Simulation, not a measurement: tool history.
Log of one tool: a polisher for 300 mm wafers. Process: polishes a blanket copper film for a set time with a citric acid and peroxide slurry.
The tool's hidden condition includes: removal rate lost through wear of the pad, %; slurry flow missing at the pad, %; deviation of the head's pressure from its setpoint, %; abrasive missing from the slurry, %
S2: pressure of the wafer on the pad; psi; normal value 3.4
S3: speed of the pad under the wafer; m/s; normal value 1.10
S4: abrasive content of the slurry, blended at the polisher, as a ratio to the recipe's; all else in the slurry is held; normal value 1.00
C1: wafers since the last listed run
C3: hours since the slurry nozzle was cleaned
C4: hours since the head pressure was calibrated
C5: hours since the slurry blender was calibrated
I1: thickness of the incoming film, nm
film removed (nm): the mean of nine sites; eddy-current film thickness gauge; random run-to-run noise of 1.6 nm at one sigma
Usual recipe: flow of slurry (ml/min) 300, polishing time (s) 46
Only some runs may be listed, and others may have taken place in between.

run 1 day=0.000 | flow_of_slurry_(ml/min)=300 S2=3.4 S3=0.82 S4=1.00 polishing_time_(s)=46 | C1=0 wafers_polished_on_this_pad=282 C3=440.9 C4=466.5 C5=259.5 | I1=818.9 | film_removed_(nm)=92.1
run 2 day=0.625 | flow_of_slurry_(ml/min)=300 S2=3.4 S3=0.82 S4=1.00 polishing_time_(s)=46 | C1=190 wafers_polished_on_this_pad=472 C3=455.9 C4=481.5 C5=274.5 | I1=824.0 | film_removed_(nm)=93.6
-- day=0.954 worn pad replaced by a new one
run 3 day=1.142 | flow_of_slurry_(ml/min)=300 S2=3.4 S3=1.10 S4=1.00 polishing_time_(s)=46 | C1=106 wafers_polished_on_this_pad=57 C3=468.3 C4=493.9 C5=286.9 | I1=806.3 | film_removed_(nm)=128.5
run 4 day=1.788 | flow_of_slurry_(ml/min)=300 S2=3.4 S3=0.96 S4=1.00 polishing_time_(s)=46 | C1=196 wafers_polished_on_this_pad=253 C3=483.8 C4=509.4 C5=302.4 | I1=815.7 | film_removed_(nm)=111.6
run 5 day=2.075 | flow_of_slurry_(ml/min)=300 S2=3.4 S3=0.96 S4=1.00 polishing_time_(s)=46 | C1=87 wafers_polished_on_this_pad=341 C3=490.7 C4=516.3 C5=309.3 | I1=817.4 | film_removed_(nm)=110.6
run 6 day=2.508 | flow_of_slurry_(ml/min)=300 S2=3.4 S3=1.10 S4=1.00 polishing_time_(s)=46 | C1=131 wafers_polished_on_this_pad=472 C3=501.1 C4=526.7 C5=319.7 | I1=820.0 | film_removed_(nm)=121.9
-- day=3.004 worn pad replaced by a new one
run 7 day=3.075 | flow_of_slurry_(ml/min)=300 S2=3.4 S3=1.10 S4=1.00 polishing_time_(s)=46 | C1=121 wafers_polished_on_this_pad=21 C3=514.7 C4=540.3 C5=333.3 | I1=812.6 | film_removed_(nm)=131.6
-- day=3.800 slurry blender recalibrated
run 8 day=3.821 | flow_of_slurry_(ml/min)=325 S2=3.4 S3=1.10 S4=1.00 polishing_time_(s)=46 | C1=201 wafers_polished_on_this_pad=222 C3=532.6 C4=558.2 C5=0.5 | I1=810.2 | film_removed_(nm)=129.5
run 9 day=4.329 | flow_of_slurry_(ml/min)=325 S2=3.4 S3=1.10 S4=1.00 polishing_time_(s)=46 | C1=154 wafers_polished_on_this_pad=377 C3=544.8 C4=570.4 C5=12.7 | I1=801.9 | film_removed_(nm)=126.4
run 10 day=5.046 | flow_of_slurry_(ml/min)=325 S2=3.4 S3=1.10 S4=1.00 polishing_time_(s)=46 | C1=217 wafers_polished_on_this_pad=595 C3=562.0 C4=587.6 C5=29.9 | I1=802.4 | film_removed_(nm)=118.5
-- day=5.212 worn pad replaced by a new one
run 11 day=5.625 | flow_of_slurry_(ml/min)=300 S2=3.4 S3=1.10 S4=1.00 polishing_time_(s)=46 | C1=125 wafers_polished_on_this_pad=125 C3=575.9 C4=601.5 C5=43.8 | I1=808.3 | film_removed_(nm)=127.2
run 12 day=5.946 | flow_of_slurry_(ml/min)=300 S2=3.4 S3=1.10 S4=1.00 polishing_time_(s)=46 | C1=97 wafers_polished_on_this_pad=222 C3=583.6 C4=609.2 C5=51.5 | I1=800.3 | film_removed_(nm)=126.8
run 13 day=6.312 | flow_of_slurry_(ml/min)=340 S2=3.0 S3=1.10 S4=1.00 polishing_time_(s)=46 | C1=111 wafers_polished_on_this_pad=334 C3=592.4 C4=618.0 C5=60.3 | I1=798.8 | film_removed_(nm)=110.8
-- day=6.604 head pressure recalibrated
-- day=6.962 worn pad replaced by a new one
-- day=6.962 slurry nozzle cleaned
run 14 day=6.983 | flow_of_slurry_(ml/min)=300 S2=4.1 S3=0.86 S4=1.15 polishing_time_(s)=46 | C1=164 wafers_polished_on_this_pad=5 C3=0.5 C4=9.1 C5=76.4 | I1=807.8 | film_removed_(nm)=125.5
run 15 day=7.075 | flow_of_slurry_(ml/min)=300 S2=2.8 S3=1.10 S4=1.00 polishing_time_(s)=56 | C1=27 wafers_polished_on_this_pad=33 C3=2.7 C4=11.3 C5=78.6 | I1=802.2 | film_removed_(nm)=132.0
run 16 day=7.388 | flow_of_slurry_(ml/min)=360 S2=3.4 S3=1.10 S4=1.00 polishing_time_(s)=62 | C1=95 wafers_polished_on_this_pad=128 C3=10.2 C4=18.8 C5=86.1 | I1=816.2 | film_removed_(nm)=179.3
run 17 day=7.667 | flow_of_slurry_(ml/min)=345 S2=4.0 S3=0.88 S4=0.75 polishing_time_(s)=46 | C1=84 wafers_polished_on_this_pad=213 C3=16.9 C4=25.5 C5=92.8 | I1=803.8 | film_removed_(nm)=117.0
run 18 day=8.312 | flow_of_slurry_(ml/min)=255 S2=3.1 S3=1.10 S4=1.25 polishing_time_(s)=46 | C1=196 wafers_polished_on_this_pad=409 C3=32.4 C4=41.0 C5=108.3 | I1=820.3 | film_removed_(nm)=118.1
run 19 day=8.696 | flow_of_slurry_(ml/min)=300 S2=4.2 S3=1.10 S4=1.15 polishing_time_(s)=56 | C1=116 wafers_polished_on_this_pad=526 C3=41.6 C4=50.2 C5=117.5 | I1=807.1 | film_removed_(nm)=183.6
-- day=9.288 worn pad replaced by a new one
run 20 day=9.312 | flow_of_slurry_(ml/min)=300 S2=3.4 S3=1.10 S4=1.00 polishing_time_(s)=46 | C1=136 wafers_polished_on_this_pad=7 C3=56.4 C4=65.0 C5=132.3 | I1=802.9 | film_removed_(nm)=129.4
run 21 day=9.942 | flow_of_slurry_(ml/min)=240 S2=2.7 S3=1.20 S4=1.00 polishing_time_(s)=46 | C1=191 wafers_polished_on_this_pad=198 C3=71.5 C4=80.1 C5=147.4 | I1=802.3 | film_removed_(nm)=108.5
run 22 day=10.258 | flow_of_slurry_(ml/min)=300 S2=3.4 S3=0.94 S4=1.00 polishing_time_(s)=56 | C1=96 wafers_polished_on_this_pad=294 C3=79.1 C4=87.7 C5=155.0 | I1=817.6 | film_removed_(nm)=130.7

3 options for the next run, each taken on its own from the tool as it stands now. Forecast them:
run A day=10.275 | flow_of_slurry_(ml/min)=300 S2=2.5 S3=1.10 S4=1.00 polishing_time_(s)=46 | C1=5 wafers_polished_on_this_pad=299 C3=79.5 C4=88.1 C5=155.4 | I1=797.5 | film_removed_(nm)=?
run B day=10.275 | flow_of_slurry_(ml/min)=300 S2=4.0 S3=1.10 S4=1.00 polishing_time_(s)=35 | C1=5 wafers_polished_on_this_pad=299 C3=79.5 C4=88.1 C5=155.4 | I1=797.5 | film_removed_(nm)=?
run C day=10.275 | flow_of_slurry_(ml/min)=200 S2=4.5 S3=1.10 S4=1.15 polishing_time_(s)=46 | C1=5 wafers_polished_on_this_pad=299 C3=79.5 C4=88.1 C5=155.4 | I1=797.5 | film_removed_(nm)=?

run=A film_removed_(nm)=90.6
run=B film_removed_(nm)=109.2
run=C film_removed_(nm)=160.3
The same runs, with their run-to-run variation unchanged, on a tool lacking any hidden condition would have given:
run=A film_removed_(nm)=98.0
run=B film_removed_(nm)=118.2
run=C film_removed_(nm)=173.5

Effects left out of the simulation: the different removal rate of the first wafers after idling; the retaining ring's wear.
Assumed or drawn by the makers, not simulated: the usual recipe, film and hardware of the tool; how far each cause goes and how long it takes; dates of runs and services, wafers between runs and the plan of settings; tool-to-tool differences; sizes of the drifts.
